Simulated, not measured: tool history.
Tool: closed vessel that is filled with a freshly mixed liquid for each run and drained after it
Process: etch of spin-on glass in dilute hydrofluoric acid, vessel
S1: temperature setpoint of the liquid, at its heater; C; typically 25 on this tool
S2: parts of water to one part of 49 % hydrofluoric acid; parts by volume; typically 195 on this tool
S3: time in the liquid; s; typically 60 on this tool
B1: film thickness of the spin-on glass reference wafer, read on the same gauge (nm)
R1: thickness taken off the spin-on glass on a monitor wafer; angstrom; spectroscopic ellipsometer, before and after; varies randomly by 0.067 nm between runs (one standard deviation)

run 1 day=0 | S1=25 S2=195 S3=60 | B1=70.03 | R1=88.1
run 2 day=2.004 | S1=26 S2=275 S3=60 | B1=70 | R1=59.9
run 3 day=4.054 | S1=26 S2=275 S3=60 | B1=69.98 | R1=59.3
run 4 day=5.238 | S1=25 S2=195 S3=60 | B1=69.99 | R1=88.2
run 5 day=7.808 | S1=25 S2=195 S3=60 | B1=70 | R1=87.5
run 6 day=10.671 | S1=25 S2=265 S3=85 | B1=70.04 | R1=83.1
run 7 day=12.9 | S1=25 S2=195 S3=60 | B1=70 | R1=86.5
run 8 day=14.1 | S1=25 S2=195 S3=60 | B1=70 | R1=86.3
run 9 day=16.767 | S1=25 S2=195 S3=60 | B1=70 | R1=85.9
run 10 day=18.404 | S1=25 S2=195 S3=60 | B1=70 | R1=85.7
run 11 day=20.404 | S1=25 S2=195 S3=60 | B1=70.01 | R1=84.8
run 12 day=22.692 | S1=25 S2=195 S3=60 | B1=69.98 | R1=84.9
run 13 day=25.275 | S1=25 S2=195 S3=60 | B1=69.99 | R1=83
-- day=26.638 thermometer replaced
run 14 day=28.146 | S1=25 S2=195 S3=60 | B1=69.97 | R1=88.6
run 15 day=30.808 | S1=25 S2=170 S3=75 | B1=69.96 | R1=129.8
-- day=32.054 gauge calibrated
run 16 day=32.862 | S1=25 S2=195 S3=60 | B1=70.01 | R1=89.2
run 17 day=37.838 | S1=25 S2=195 S3=60 | B1=70.01 | R1=86.8
run 18 day=40.05 | S1=20.5 S2=195 S3=75 | B1=70 | R1=91.4
run 19 day=47.412 | S1=21 S2=275 S3=35 | B1=69.99 | R1=28.1
run 20 day=48.946 | S1=29.5 S2=195 S3=45 | B1=70.01 | R1=75.1
run 21 day=50.208 | S1=25 S2=195 S3=60 | B1=70.02 | R1=84
run 22 day=51.829 | S1=29 S2=195 S3=30 | B1=69.99 | R1=48.9
run 23 day=54.058 | S1=25 S2=195 S3=60 | B1=69.99 | R1=84.4
run 24 day=56.692 | S1=25 S2=195 S3=60 | B1=69.97 | R1=83.5

Run 25 has not been measured yet. What should we expect?
-- day=57.258 hydrofluoric acid flow meter replaced
run 25 day=58.575 | S1=20 S2=195 S3=60 | B1=? | R1=?

{"run 25": {"B1": 70.02, "R1": 77.2}}
Minus the tool's unlogged condition, the same run would have read R1 81 angstrom.
